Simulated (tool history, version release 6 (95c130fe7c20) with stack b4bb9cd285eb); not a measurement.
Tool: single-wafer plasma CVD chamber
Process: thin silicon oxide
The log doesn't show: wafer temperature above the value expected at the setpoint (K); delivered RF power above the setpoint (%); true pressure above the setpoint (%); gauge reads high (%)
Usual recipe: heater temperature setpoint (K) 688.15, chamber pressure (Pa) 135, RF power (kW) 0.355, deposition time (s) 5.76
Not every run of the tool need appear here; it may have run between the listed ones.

| run | hour | heater temperature setpoint (K) | chamber pressure (Pa) | RF power (kW) | deposition time (s) | wafers since the last listed run | hours since the last thermocouple change | hours since the last RF generator calibration | hours since the last manometer calibration | hours since the showerhead was replaced | hours since the gauge calibration | read-back reference wafer on the same gauge, thickness_nm | mean film thickness on the monitor wafer (angstrom) |
|---|---|---|---|---|---|---|---|---|---|---|---|---|---|
| 1 | 0 | 688.15 | 135 | 0.355 | 5.76 | 0 | 695.4 | 344.8 | 1866.6 | 5011.8 | 104 | 13.27 | 140.74 |
| 2 | 28.7 | 688.15 | 135 | 0.355 | 5.76 | 436 | 724.1 | 373.5 | 1895.3 | 5040.5 | 132.7 | 13.292 | 141.89 |
| 3 | 49.7 | 688.15 | 135 | 0.355 | 5.76 | 319 | 745.1 | 394.5 | 1916.3 | 5061.5 | 153.7 | 13.325 | 141.75 |
| 4 | 70.2 | 688.15 | 135 | 0.355 | 5.76 | 311 | 765.6 | 415 | 1936.8 | 5082 | 174.2 | 13.331 | 142.36 |
| 5 | 90.1 | 688.15 | 135 | 0.355 | 5.76 | 302 | 785.5 | 434.9 | 1956.7 | 5101.9 | 194.1 | 13.337 | 142.63 |
| 6 | 142.6 | 688.15 | 135 | 0.355 | 5.76 | 798 | 838 | 487.4 | 2009.2 | 5154.4 | 246.6 | 13.382 | 142.67 |
| 7 | 159.9 | 688.15 | 135 | 0.355 | 5.76 | 263 | 855.3 | 504.7 | 2026.5 | 5171.7 | 263.9 | 13.396 | 142.37 |
| 8 | 194.7 | 694.15 | 135 | 0.355 | 5.28 | 529 | 890.1 | 539.5 | 2061.3 | 5206.5 | 298.7 | 13.408 | 130.32 |
| 9 | 285.6 | 694.15 | 135 | 0.355 | 5.28 | 1382 | 981 | 630.4 | 2152.2 | 5297.4 | 389.6 | 13.451 | 130.24 |
| 10 | 315 | 688.15 | 135 | 0.355 | 4.91 | 447 | 1010.4 | 659.8 | 2181.6 | 5326.8 | 419 | 13.466 | 121.75 |
| 11 | 341.2 | 688.15 | 135 | 0.355 | 4.91 | 398 | 1036.6 | 686 | 2207.8 | 5353 | 445.2 | 13.472 | 122.26 |
| 12 | 359.4 | 688.15 | 135 | 0.355 | 5.76 | 276 | 1054.8 | 704.2 | 2226 | 5371.2 | 463.4 | 13.467 | 143.23 |
|  | 387.7 | showerhead replaced |
| 13 | 453.2 | 688.15 | 135 | 0.355 | 5.76 | 1305 | 1148.6 | 798 | 2319.8 | 65.5 | 557.2 | 13.484 | 144.6 |
| 14 | 476 | 688.15 | 135 | 0.355 | 5.76 | 346 | 1171.4 | 820.8 | 2342.6 | 88.3 | 580 | 13.495 | 143.39 |
|  | 502.1 | thermocouple changed; heater temperature recalibrated |
|  | 517.6 | capacitance manometer re-zeroed and calibrated |
|  | 539 | RF generator calibrated |
|  | 541.4 | gauge calibrated |
| 15 | 557.4 | 688.15 | 135 | 0.385 | 5.76 | 873 | 55.3 | 18.4 | 39.8 | 169.7 | 16 | 13.106 | 145.03 |
| 16 | 573.6 | 688.15 | 155 | 0.32 | 6.44 | 246 | 71.5 | 34.6 | 56 | 185.9 | 32.2 | 13.125 | 157.21 |
| 17 | 604.1 | 688.15 | 123 | 0.415 | 6.17 | 463 | 102 | 65.1 | 86.5 | 216.4 | 62.7 | 13.166 | 153.21 |
| 18 | 639.2 | 684.15 | 109 | 0.39 | 6.82 | 533 | 137.1 | 100.2 | 121.6 | 251.5 | 97.8 | 13.212 | 154.8 |
| 19 | 670.4 | 681.15 | 151 | 0.32 | 4.68 | 474 | 168.3 | 131.4 | 152.8 | 282.7 | 129 | 13.246 | 115.08 |
| 20 | 699.6 | 688.15 | 135 | 0.355 | 4.91 | 444 | 197.5 | 160.6 | 182 | 311.9 | 158.2 | 13.266 | 120.53 |
| 21 | 725.3 | 688.15 | 135 | 0.29 | 6.09 | 390 | 223.2 | 186.3 | 207.7 | 337.6 | 183.9 | 13.293 | 134.84 |
| 22 | 737.9 | 688.15 | 135 | 0.355 | 5.76 | 191 | 235.8 | 198.9 | 220.3 | 350.2 | 196.5 | 13.301 | 141.24 |
| 23 | 766.4 | 688.15 | 152 | 0.355 | 4.91 | 433 | 264.3 | 227.4 | 248.8 | 378.7 | 225 | 13.33 | 128.27 |

Estimate the outcome of run 24 from the log above:
| 24 | 848.6 | 688.15 | 111 | 0.33 | 5.76 | 1250 | 346.5 | 309.6 | 331 | 460.9 | 307.2 | ? | ? |

read-back reference wafer on the same gauge, thickness_nm: 13.374
mean film thickness on the monitor wafer (angstrom): 123.11
With the hidden condition absent and the run-to-run variation left alone, this run would have shown mean film thickness on the monitor wafer (angstrom) 120.65.

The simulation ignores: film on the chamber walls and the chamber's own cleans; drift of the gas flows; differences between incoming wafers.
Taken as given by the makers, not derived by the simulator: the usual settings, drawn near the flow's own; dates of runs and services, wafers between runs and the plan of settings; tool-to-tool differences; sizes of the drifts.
